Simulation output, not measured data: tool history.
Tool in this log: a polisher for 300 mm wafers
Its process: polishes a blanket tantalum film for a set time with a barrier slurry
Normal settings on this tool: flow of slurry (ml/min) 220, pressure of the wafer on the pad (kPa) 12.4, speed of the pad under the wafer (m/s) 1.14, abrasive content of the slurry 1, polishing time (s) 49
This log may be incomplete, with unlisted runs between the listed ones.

run,hour,flow of slurry (ml/min),pressure of the wafer on the pad (kPa),speed of the pad under the wafer (m/s),abrasive content of the slurry,polishing time (s),"incoming thickness of the incoming film, nm",film removed (Å)
1,0,220,12.4,1.14,1,42,284.5,591
2,16.1,220,12.4,1.14,1,42,280.4,604
3,27,220,12.4,1.14,1,49,277.1,708
4,39.9,220,12.4,1.14,1,49,281.5,680
5,56.8,220,12.4,1.14,1,49,274.9,674
6,67.8,220,12.4,1.14,1,49,276.6,694
7,80.3,220,12.4,1.14,1,49,279.7,661
8,97.4,220,12.4,1.14,1,62,281.9,845
9,115.2,220,12.4,1.14,1,49,278.3,658
10,130.6,220,12.4,1.14,1,49,280.6,679
11,144.9,255,12.4,1.14,1,49,282,675
12,161.7,255,12.4,1.14,1,49,286.1,734
13,175.3,220,15.2,1.14,0.8,49,281.4,806
14,192.4,155,12.4,1.14,1,49,279.9,691
15,210.3,220,9.7,1.52,1.1,41,279.6,620
16,225,220,12.4,1.14,1,49,276,690
17,235.2,220,12.4,1.14,1,49,276.9,670
18,247.4,220,12.4,1.14,1,42,284,594
19,265.7,220,12.4,1.14,0.8,49,279,642
20,272.6,220,15.9,1.48,0.85,41,277.8,743
21,285.7,180,10.3,1.32,1.15,49,277.3,679
22,301.6,220,9,1.52,1.1,63,280.3,881
23,312.5,220,12.4,1.14,1,49,285.4,667
24,329.2,220,9,1.46,1,44,277.6,577
25,337.8,220,12.4,1.14,1,49,280.4,655
26,345.4,220,9.7,0.84,1,49,279.7,465
27,354.8,290,12.4,1.46,1,49,281,801
28,371.3,220,12.4,1.14,1,49,283.7,663
29,377.8,255,12.4,1.14,1.25,49,280.7,721
30,393.2,220,12.4,1.14,1,49,278.1,746

Taken out of this log: 8 entries between the listed runs. Where each belongs, and how the hidden state differs across it:
Between runs 7 and 8: worn pad replaced by a new one, of another model than before (hour 86.4)
  abrasive missing from the slurry, %: 34.7 -> 35.3
  the result without the hidden state subtracted from the measured one, film removed (Å): -78 -> -102
Between runs 11 and 12: slurry blender recalibrated (hour 154.3)
  abrasive missing from the slurry, %: 36.4 -> 9.3
  the result without the hidden state subtracted from the measured one, film removed (Å): -85 -> -18
Between runs 12 and 13: worn pad replaced by a new one (hour 170.6)
  abrasive missing from the slurry, %: 9.3 -> 14.3
  the result without the hidden state subtracted from the measured one, film removed (Å): -18 -> -36
Between runs 17 and 18: slurry nozzle cleaned (hour 244)
  abrasive missing from the slurry, %: 28.9 -> 30.8
  the result without the hidden state subtracted from the measured one, film removed (Å): -61 -> -60
Between runs 18 and 19: head pressure recalibrated (hour 264.7); worn pad replaced by a new one (hour 265.2)
  abrasive missing from the slurry, %: 30.8 -> 33.2
  the result without the hidden state subtracted from the measured one, film removed (Å): -60 -> -81
Between runs 26 and 27: worn pad replaced by a new one (hour 353.5)
  abrasive missing from the slurry, %: 39.2 -> 39.6
  the result without the hidden state subtracted from the measured one, film removed (Å): -65 -> -115
Between runs 29 and 30: slurry blender recalibrated (hour 388.6)
  abrasive missing from the slurry, %: 40.4 -> 4.68
  the result without the hidden state subtracted from the measured one, film removed (Å): -92 -> -8
